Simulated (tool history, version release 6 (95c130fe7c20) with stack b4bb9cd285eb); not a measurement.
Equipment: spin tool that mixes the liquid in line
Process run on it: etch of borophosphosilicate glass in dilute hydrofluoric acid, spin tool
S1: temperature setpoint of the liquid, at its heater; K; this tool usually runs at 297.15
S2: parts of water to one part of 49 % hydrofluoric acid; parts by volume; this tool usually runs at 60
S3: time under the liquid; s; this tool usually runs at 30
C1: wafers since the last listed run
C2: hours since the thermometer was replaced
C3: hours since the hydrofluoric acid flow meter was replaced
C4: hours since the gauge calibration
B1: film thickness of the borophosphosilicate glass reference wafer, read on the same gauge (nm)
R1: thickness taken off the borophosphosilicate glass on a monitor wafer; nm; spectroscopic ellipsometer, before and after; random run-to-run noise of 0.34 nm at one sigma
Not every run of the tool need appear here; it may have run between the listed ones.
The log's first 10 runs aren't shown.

run     day      S1  S2  S3    C1     C2     C3      C4      B1     R1
 11  24.988  297.15  45  30  1228   73.0  202.9  1810.9  100.00  63.44
 12  26.738  297.15  60  30   811  115.0  244.9  1852.9  100.03  45.95
     27.396  -- gauge calibrated
 13  29.612  297.15  60  30  1332  184.0  313.9    53.2  100.04  46.98
 14  31.892  297.15  60  30  1056  238.7  368.6   107.9   99.99  45.95
 15  34.450  297.15  60  40  1185  300.1  430.0   169.3  100.03  61.53
 16  36.950  297.15  60  45  1158  360.1  490.0   229.3   99.99  69.20
 17  38.183  302.15  70  15   571  389.7  519.6   258.9  100.01  24.19
 18  40.100  297.15  60  30   888  435.7  565.6   304.9  100.02  46.87
 19  42.075  297.15  45  15   915  483.1  613.0   352.3   99.98  32.09
 20  43.917  302.15  70  15   853  527.3  657.2   396.5  100.01  24.18
 21  45.492  298.65  50  15   729  565.1  695.0   434.3  100.02  30.02
 22  48.079  297.15  45  20  1199  627.2  757.1   496.4  100.00  42.85
 23  50.608  297.15  70  45  1172  687.9  817.8   557.1  100.00  59.65
 24  52.508  297.15  60  30   880  733.5  863.4   602.7   99.97  46.89
 25  54.812  301.15  60  40  1067  788.8  918.7   658.0  100.03  74.10
 26  55.912  297.15  60  30   509  815.2  945.1   684.4   99.98  47.58
 27  57.375  297.15  60  20   677  850.3  980.2   719.5   99.98  31.44

Predict the results of run 28:
 28  58.629  297.15  80  45  581  880.4  1010.3  749.6   ?   ?

{"run 28": {"B1": 99.99, "R1": 52.06}}
With no hidden state in the tool, this same run would have given R1 50.20 nm.
